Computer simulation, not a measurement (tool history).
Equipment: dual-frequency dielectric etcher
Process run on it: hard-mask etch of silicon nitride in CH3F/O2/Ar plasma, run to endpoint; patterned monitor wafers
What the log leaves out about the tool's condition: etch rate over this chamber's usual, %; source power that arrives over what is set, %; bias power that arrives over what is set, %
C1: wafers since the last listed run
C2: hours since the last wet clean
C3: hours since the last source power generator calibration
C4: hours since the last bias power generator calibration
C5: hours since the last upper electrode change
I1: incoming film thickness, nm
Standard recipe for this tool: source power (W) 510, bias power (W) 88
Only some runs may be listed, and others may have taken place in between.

run 1 hour=0.0 | source_power_(W)=510 bias_power_(W)=88 | C1=0 C2=418.7 C3=1837.0 C4=2785.3 C5=4323.8 | I1=28.11 | endpoint_time_(s)=35.2
-- hour=27.2 wet clean of the chamber
run 2 hour=55.7 | source_power_(W)=510 bias_power_(W)=88 | C1=408 C2=28.5 C3=1892.7 C4=2841.0 C5=4379.5 | I1=28.34 | endpoint_time_(s)=33.4
run 3 hour=114.0 | source_power_(W)=480 bias_power_(W)=104 | C1=750 C2=86.8 C3=1951.0 C4=2899.3 C5=4437.8 | I1=28.06 | endpoint_time_(s)=32.2
run 4 hour=189.7 | source_power_(W)=480 bias_power_(W)=104 | C1=975 C2=162.5 C3=2026.7 C4=2975.0 C5=4513.5 | I1=28.18 | endpoint_time_(s)=32.5
run 5 hour=260.5 | source_power_(W)=480 bias_power_(W)=104 | C1=911 C2=233.3 C3=2097.5 C4=3045.8 C5=4584.3 | I1=28.28 | endpoint_time_(s)=32.5
run 6 hour=310.2 | source_power_(W)=510 bias_power_(W)=88 | C1=640 C2=283.0 C3=2147.2 C4=3095.5 C5=4634.0 | I1=28.24 | endpoint_time_(s)=34.1
run 7 hour=390.7 | source_power_(W)=510 bias_power_(W)=88 | C1=1036 C2=363.5 C3=2227.7 C4=3176.0 C5=4714.5 | I1=28.23 | endpoint_time_(s)=34.6
-- hour=429.7 wet clean of the chamber
run 8 hour=458.8 | source_power_(W)=600 bias_power_(W)=82 | C1=568 C2=29.1 C3=2295.8 C4=3244.1 C5=4782.6 | I1=27.98 | endpoint_time_(s)=31.0
run 9 hour=499.4 | source_power_(W)=600 bias_power_(W)=82 | C1=522 C2=69.7 C3=2336.4 C4=3284.7 C5=4823.2 | I1=28.12 | endpoint_time_(s)=31.2
run 10 hour=604.1 | source_power_(W)=610 bias_power_(W)=88 | C1=1348 C2=174.4 C3=2441.1 C4=3389.4 C5=4927.9 | I1=28.07 | endpoint_time_(s)=30.7
run 11 hour=687.3 | source_power_(W)=570 bias_power_(W)=103 | C1=1071 C2=257.6 C3=2524.3 C4=3472.6 C5=5011.1 | I1=28.21 | endpoint_time_(s)=30.6
-- hour=763.2 upper electrode replaced
run 12 hour=764.5 | source_power_(W)=470 bias_power_(W)=100 | C1=685 C2=334.8 C3=2601.5 C4=3549.8 C5=1.3 | I1=27.99 | endpoint_time_(s)=34.2
run 13 hour=803.3 | source_power_(W)=640 bias_power_(W)=105 | C1=499 C2=373.6 C3=2640.3 C4=3588.6 C5=40.1 | I1=28.31 | endpoint_time_(s)=29.4
-- hour=815.2 source power generator calibrated
run 14 hour=839.4 | source_power_(W)=510 bias_power_(W)=88 | C1=413 C2=409.7 C3=24.2 C4=3624.7 C5=76.2 | I1=28.21 | endpoint_time_(s)=34.1
-- hour=881.4 bias power generator calibrated
run 15 hour=916.2 | source_power_(W)=510 bias_power_(W)=88 | C1=937 C2=486.5 C3=101.0 C4=34.8 C5=153.0 | I1=28.05 | endpoint_time_(s)=34.7
-- hour=942.9 wet clean of the chamber
run 16 hour=989.1 | source_power_(W)=510 bias_power_(W)=94 | C1=629 C2=46.2 C3=173.9 C4=107.7 C5=225.9 | I1=28.05 | endpoint_time_(s)=31.1
run 17 hour=1048.1 | source_power_(W)=390 bias_power_(W)=78 | C1=759 C2=105.2 C3=232.9 C4=166.7 C5=284.9 | I1=28.30 | endpoint_time_(s)=40.0
run 18 hour=1123.1 | source_power_(W)=510 bias_power_(W)=99 | C1=965 C2=180.2 C3=307.9 C4=241.7 C5=359.9 | I1=27.97 | endpoint_time_(s)=31.6

What if the next run were any one of these 3? Each begins from the tool's condition after run 18:
run A hour=1123.5 | source_power_(W)=400 bias_power_(W)=88 | C1=5 C2=180.6 C3=308.3 C4=242.1 C5=360.3 | I1=28.22 | endpoint_time_(s)=?
run B hour=1123.5 | source_power_(W)=570 bias_power_(W)=82 | C1=5 C2=180.6 C3=308.3 C4=242.1 C5=360.3 | I1=28.22 | endpoint_time_(s)=?
run C hour=1123.5 | source_power_(W)=450 bias_power_(W)=100 | C1=5 C2=180.6 C3=308.3 C4=242.1 C5=360.3 | I1=28.22 | endpoint_time_(s)=?

run=A endpoint_time_(s)=37.6
run=B endpoint_time_(s)=32.3
run=C endpoint_time_(s)=33.8
Without the tool's hidden state the same runs would have given:
run=A endpoint_time_(s)=37.0
run=B endpoint_time_(s)=31.8
run=C endpoint_time_(s)=33.3

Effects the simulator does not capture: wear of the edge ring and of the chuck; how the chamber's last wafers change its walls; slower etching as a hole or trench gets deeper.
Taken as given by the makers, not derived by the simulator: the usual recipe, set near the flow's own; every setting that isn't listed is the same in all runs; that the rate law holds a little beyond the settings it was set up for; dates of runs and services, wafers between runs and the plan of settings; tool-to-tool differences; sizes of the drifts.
